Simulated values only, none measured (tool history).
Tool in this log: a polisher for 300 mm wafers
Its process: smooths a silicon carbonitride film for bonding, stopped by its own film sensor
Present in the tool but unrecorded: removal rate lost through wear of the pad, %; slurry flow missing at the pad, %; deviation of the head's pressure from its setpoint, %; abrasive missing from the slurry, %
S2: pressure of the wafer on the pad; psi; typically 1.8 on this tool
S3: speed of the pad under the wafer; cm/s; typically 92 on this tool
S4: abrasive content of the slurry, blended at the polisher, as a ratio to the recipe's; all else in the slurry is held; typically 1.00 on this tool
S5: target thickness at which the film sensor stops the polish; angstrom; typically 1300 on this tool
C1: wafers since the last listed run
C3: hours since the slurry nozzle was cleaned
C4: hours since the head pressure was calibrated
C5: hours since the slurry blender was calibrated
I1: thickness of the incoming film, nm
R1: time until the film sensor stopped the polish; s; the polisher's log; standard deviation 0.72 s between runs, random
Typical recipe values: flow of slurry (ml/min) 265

Run 1, hour 0.0: usual settings; C1 0; wafers polished on this pad 23; C3 110.0; C4 118.8; C5 61.4; I1 153.0. Result: R1 97.9 s.
Run 2, hour 37.3: usual settings but S3 100 cm/s; C1 207; wafers polished on this pad 231; C3 147.3; C4 156.1; C5 98.7; I1 151.7. Result: R1 85.9 s.
Run 3, hour 79.1: usual settings; C1 232; wafers polished on this pad 464; C3 189.1; C4 197.9; C5 140.5; I1 151.0. Result: R1 90.2 s.
Run 4, hour 171.2: usual settings; C1 512; wafers polished on this pad 976; C3 281.2; C4 290.0; C5 232.6; I1 150.3. Result: R1 90.7 s.
Run 5, hour 247.8: usual settings; C1 426; wafers polished on this pad 1403; C3 357.8; C4 366.6; C5 309.2; I1 148.1. Result: R1 79.3 s.
Run 6, hour 348.3: usual settings but S2 1.4 psi; C1 559; wafers polished on this pad 1962; C3 458.3; C4 467.1; C5 409.7; I1 147.0. Result: R1 96.6 s.
Run 7, hour 388.7: usual settings but S2 2.0 psi, S5 1260 angstrom; C1 224; wafers polished on this pad 2187; C3 498.7; C4 507.5; C5 450.1; I1 149.6. Result: R1 94.5 s.
Run 8, hour 450.9: usual settings; C1 346; wafers polished on this pad 2533; C3 560.9; C4 569.7; C5 512.3; I1 150.0. Result: R1 90.9 s.
At hour 561.2: slurry nozzle cleaned.
Run 9, hour 613.9: usual settings but S2 1.5 psi, S5 1230 angstrom; C1 901; wafers polished on this pad 3435; C3 52.7; C4 732.7; C5 675.3; I1 149.2. Result: R1 146.2 s.
At hour 629.2: slurry blender recalibrated.
At hour 689.8: head pressure recalibrated.
Run 10, hour 695.4: usual settings but S3 60 cm/s; C1 431; wafers polished on this pad 3867; C3 134.2; C4 5.6; C5 66.2; I1 150.3. Result: R1 135.3 s.
Run 11, hour 759.0: usual settings but flow of slurry (ml/min) 200, S3 68 cm/s; C1 354; wafers polished on this pad 4221; C3 197.8; C4 69.2; C5 129.8; I1 148.6. Result: R1 114.4 s.
At hour 806.8: worn pad replaced by a new one.
Run 12, hour 816.0: usual settings; C1 295; wafers polished on this pad 51; C3 254.8; C4 126.2; C5 186.8; I1 151.0. Result: R1 90.4 s.
Run 13, hour 897.0: usual settings but flow of slurry (ml/min) 345; C1 450; wafers polished on this pad 502; C3 335.8; C4 207.2; C5 267.8; I1 151.6. Result: R1 92.4 s.
Run 14, hour 1166.2: usual settings but S2 1.6 psi, S3 80 cm/s; C1 1498; wafers polished on this pad 2001; C3 605.0; C4 476.4; C5 537.0; I1 149.8. Result: R1 108.3 s.
Run 15, hour 1235.4: usual settings but S2 1.3 psi; C1 385; wafers polished on this pad 2386; C3 674.2; C4 545.6; C5 606.2; I1 148.2. Result: R1 110.4 s.
Run 16, hour 1301.3: usual settings; C1 366; wafers polished on this pad 2753; C3 740.1; C4 611.5; C5 672.1; I1 152.8. Result: R1 103.3 s.
At hour 1310.7: slurry nozzle cleaned.
At hour 1312.4: slurry blender recalibrated.
Run 17, hour 1365.7: usual settings but flow of slurry (ml/min) 300, S3 82 cm/s; C1 343; wafers polished on this pad 3096; C3 55.0; C4 675.9; C5 53.3; I1 149.9. Result: R1 98.0 s.
At hour 1442.2: worn pad replaced by a new one.
Run 18, hour 1448.4: usual settings but S2 2.0 psi, S3 112 cm/s, S4 0.90; C1 438; wafers polished on this pad 34; C3 137.7; C4 758.6; C5 136.0; I1 151.3. Result: R1 73.3 s.
At hour 1485.8: head pressure recalibrated.
Run 19, hour 1504.5: usual settings but S2 2.3 psi, S3 104 cm/s, S4 1.15, S5 1270 angstrom; C1 301; wafers polished on this pad 335; C3 193.8; C4 18.7; C5 192.1; I1 148.0. Result: R1 61.5 s.
Run 20, hour 1595.1: usual settings but S2 2.3 psi, S3 104 cm/s, S4 1.15, S5 1270 angstrom; C1 504; wafers polished on this pad 839; C3 284.4; C4 109.3; C5 282.7; I1 148.4. Result: R1 64.1 s.
Run 21, hour 1666.0: usual settings but flow of slurry (ml/min) 315, S3 104 cm/s; C1 394; wafers polished on this pad 1234; C3 355.3; C4 180.2; C5 353.6; I1 152.2. Result: R1 88.7 s.
Run 22, hour 1769.6: usual settings; C1 576; wafers polished on this pad 1811; C3 458.9; C4 283.8; C5 457.2; I1 151.4. Result: R1 95.2 s.
Run 23, hour 1812.6: usual settings but flow of slurry (ml/min) 220, S3 100 cm/s, S4 0.70, S5 1240 angstrom; C1 239; wafers polished on this pad 2050; C3 501.9; C4 326.8; C5 500.2; I1 147.3. Result: R1 117.1 s.
Run 24, hour 1878.9: usual settings but flow of slurry (ml/min) 350, S4 1.30; C1 369; wafers polished on this pad 2419; C3 568.2; C4 393.1; C5 566.5; I1 152.2. Result: R1 88.9 s.
At hour 1936.3: slurry nozzle cleaned.
Run 25, hour 1983.4: usual settings but S3 124 cm/s, S4 0.90; C1 576; wafers polished on this pad 2996; C3 47.1; C4 497.6; C5 671.0; I1 150.0. Result: R1 76.3 s.
At hour 2066.9: slurry blender recalibrated.
Run 26, hour 2072.3: usual settings but flow of slurry (ml/min) 290; C1 483; wafers polished on this pad 3479; C3 136.0; C4 586.5; C5 5.4; I1 151.1. Result: R1 98.5 s.
At hour 2097.0: worn pad replaced by a new one.
Run 27, hour 2132.3: usual settings but flow of slurry (ml/min) 320, S3 68 cm/s, S4 1.30, S5 1360 angstrom; C1 311; wafers polished on this pad 196; C3 196.0; C4 646.5; C5 65.4; I1 148.7. Result: R1 61.6 s.
At hour 2193.8: head pressure recalibrated.
Run 28, hour 2211.9: usual settings but S3 82 cm/s, S4 0.90, S5 1350 angstrom; C1 431; wafers polished on this pad 628; C3 275.6; C4 18.1; C5 145.0; I1 151.6. Result: R1 82.7 s.
Run 29, hour 2296.5: usual settings but flow of slurry (ml/min) 205, S2 2.3 psi, S4 1.25, S5 1240 angstrom; C1 470; wafers polished on this pad 1099; C3 360.2; C4 102.7; C5 229.6; I1 151.1. Result: R1 89.0 s.

Each row is a separate what-if for the run after 29, all from the same tool condition, not one after another. Results?
Run A, hour 2297.0: usual settings; C1 2; wafers polished on this pad 1101; C3 360.7; C4 103.2; C5 230.1; I1 147.9. Result: R1 ?.
Run B, hour 2297.0: usual settings but S2 1.4 psi, S5 1350 angstrom; C1 2; wafers polished on this pad 1101; C3 360.7; C4 103.2; C5 230.1; I1 147.9. Result: R1 ?.
Run C, hour 2297.0: usual settings but S5 1270 angstrom; C1 2; wafers polished on this pad 1101; C3 360.7; C4 103.2; C5 230.1; I1 147.9. Result: R1 ?.
Run D, hour 2297.0: usual settings but S3 108 cm/s; C1 2; wafers polished on this pad 1101; C3 360.7; C4 103.2; C5 230.1; I1 147.9. Result: R1 ?.
Run E, hour 2297.0: usual settings but S2 1.3 psi, S3 106 cm/s, S5 1280 angstrom; C1 2; wafers polished on this pad 1101; C3 360.7; C4 103.2; C5 230.1; I1 147.9. Result: R1 ?.

run     R1
  A   77.7
  B   71.2
  C   90.8
  D   68.4
  E  105.2
With the hidden condition removed and each run's random variation left untouched, the same runs would have given:
run     R1
  A   75.8
  B   69.4
  C   88.5
  D   66.7
  E  102.6
